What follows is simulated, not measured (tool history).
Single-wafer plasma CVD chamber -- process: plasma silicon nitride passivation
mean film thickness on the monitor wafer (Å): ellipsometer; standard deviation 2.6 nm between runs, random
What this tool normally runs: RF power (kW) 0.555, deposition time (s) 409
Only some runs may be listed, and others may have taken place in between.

| run | hour | RF power (kW) | deposition time (s) | wafers since the last listed run | hours since the last RF generator calibration | hours since the showerhead was replaced | hours since the gauge calibration | read-back reference wafer on the same gauge, thickness_nm | mean film thickness on the monitor wafer (Å) |
|---|---|---|---|---|---|---|---|---|---|
| 1 | 0.0 | 0.555 | 409 | 0 | 820.7 | 6147.5 | 914.6 | 611.414 | 5948.35 |
|  | 4.4 | RF generator calibrated |
| 2 | 69.2 | 0.555 | 409 | 360 | 64.8 | 6216.7 | 983.8 | 612.521 | 5904.90 |
| 3 | 99.7 | 0.625 | 409 | 169 | 95.3 | 6247.2 | 1014.3 | 612.549 | 6234.30 |
| 4 | 150.2 | 0.625 | 409 | 281 | 145.8 | 6297.7 | 1064.8 | 613.239 | 6257.44 |
| 5 | 208.0 | 0.470 | 348 | 321 | 203.6 | 6355.5 | 1122.6 | 614.489 | 4583.45 |
| 6 | 246.5 | 0.470 | 348 | 214 | 242.1 | 6394.0 | 1161.1 | 615.103 | 4582.60 |
| 7 | 315.0 | 0.555 | 409 | 381 | 310.6 | 6462.5 | 1229.6 | 614.580 | 5954.51 |
| 8 | 429.3 | 0.640 | 409 | 636 | 424.9 | 6576.8 | 1343.9 | 616.551 | 6357.70 |
| 9 | 483.1 | 0.640 | 409 | 299 | 478.7 | 6630.6 | 1397.7 | 618.198 | 6379.84 |
| 10 | 531.7 | 0.555 | 409 | 270 | 527.3 | 6679.2 | 1446.3 | 618.730 | 5910.99 |
|  | 548.2 | gauge calibrated |
| 11 | 586.6 | 0.555 | 409 | 305 | 582.2 | 6734.1 | 38.4 | 607.989 | 5831.62 |
| 12 | 659.6 | 0.555 | 409 | 406 | 655.2 | 6807.1 | 111.4 | 609.149 | 5846.03 |
| 13 | 724.3 | 0.595 | 409 | 360 | 719.9 | 6871.8 | 176.1 | 609.709 | 6073.81 |
| 14 | 776.0 | 0.595 | 409 | 287 | 771.6 | 6923.5 | 227.8 | 609.864 | 6037.13 |
| 15 | 821.8 | 0.595 | 409 | 254 | 817.4 | 6969.3 | 273.6 | 609.284 | 6071.58 |
| 16 | 863.4 | 0.665 | 409 | 231 | 859.0 | 7010.9 | 315.2 | 609.114 | 6367.04 |
| 17 | 893.3 | 0.500 | 459 | 166 | 888.9 | 7040.8 | 345.1 | 610.138 | 6233.71 |
| 18 | 960.9 | 0.480 | 463 | 376 | 956.5 | 7108.4 | 412.7 | 609.157 | 6155.95 |
| 19 | 1001.3 | 0.520 | 486 | 224 | 996.9 | 7148.8 | 453.1 | 609.427 | 6751.84 |
|  | 1024.0 | showerhead replaced |
| 20 | 1036.0 | 0.555 | 378 | 148 | 1031.6 | 12.0 | 487.8 | 609.803 | 5477.43 |
|  | 1048.2 | RF generator calibrated |
| 21 | 1077.3 | 0.520 | 340 | 185 | 29.1 | 53.3 | 529.1 | 610.130 | 4742.60 |
| 22 | 1274.9 | 0.555 | 409 | 1100 | 226.7 | 250.9 | 726.7 | 611.375 | 5931.91 |
| 23 | 1312.3 | 0.555 | 409 | 208 | 264.1 | 288.3 | 764.1 | 612.355 | 5943.34 |
| 24 | 1374.6 | 0.525 | 381 | 346 | 326.4 | 350.6 | 826.4 | 612.389 | 5347.05 |
| 25 | 1402.3 | 0.555 | 409 | 154 | 354.1 | 378.3 | 854.1 | 613.138 | 5899.95 |
| 26 | 1429.0 | 0.650 | 409 | 148 | 380.8 | 405.0 | 880.8 | 613.544 | 6403.94 |
| 27 | 1460.6 | 0.555 | 409 | 175 | 412.4 | 436.6 | 912.4 | 613.755 | 5879.52 |
| 28 | 1511.5 | 0.555 | 348 | 283 | 463.3 | 487.5 | 963.3 | 613.906 | 5012.25 |
| 29 | 1572.9 | 0.555 | 409 | 341 | 524.7 | 548.9 | 1024.7 | 613.663 | 5952.88 |
| 30 | 1634.9 | 0.665 | 409 | 345 | 586.7 | 610.9 | 1086.7 | 614.244 | 6427.25 |
| 31 | 1699.8 | 0.465 | 409 | 361 | 651.6 | 675.8 | 1151.6 | 615.300 | 5386.91 |

Describe how what the log doesn't record of the tool's condition differs between the last listed run preceding each entry between runs and the first listed run following it.
Run 1 -> run 2: RF generator calibrated (hour 4.4)
  gauge reads high (%): 0.781 -> 0.89
  measured result minus the result with no hidden state, mean film thickness on the monitor wafer (Å): +46.10 -> +52.11
Run 10 -> run 11: gauge calibrated (hour 548.2)
  gauge reads high (%): 1.83 -> 0.341
  measured result minus the result with no hidden state, mean film thickness on the monitor wafer (Å): +105.98 -> +19.84
Run 19 -> run 20: showerhead replaced (hour 1024.0)
  gauge reads high (%): 0.511 -> 0.538
  measured result minus the result with no hidden state, mean film thickness on the monitor wafer (Å): +34.32 -> +29.31
Run 20 -> run 21: RF generator calibrated (hour 1048.2)
  gauge reads high (%): 0.538 -> 0.573
  measured result minus the result with no hidden state, mean film thickness on the monitor wafer (Å): +29.31 -> +27.02

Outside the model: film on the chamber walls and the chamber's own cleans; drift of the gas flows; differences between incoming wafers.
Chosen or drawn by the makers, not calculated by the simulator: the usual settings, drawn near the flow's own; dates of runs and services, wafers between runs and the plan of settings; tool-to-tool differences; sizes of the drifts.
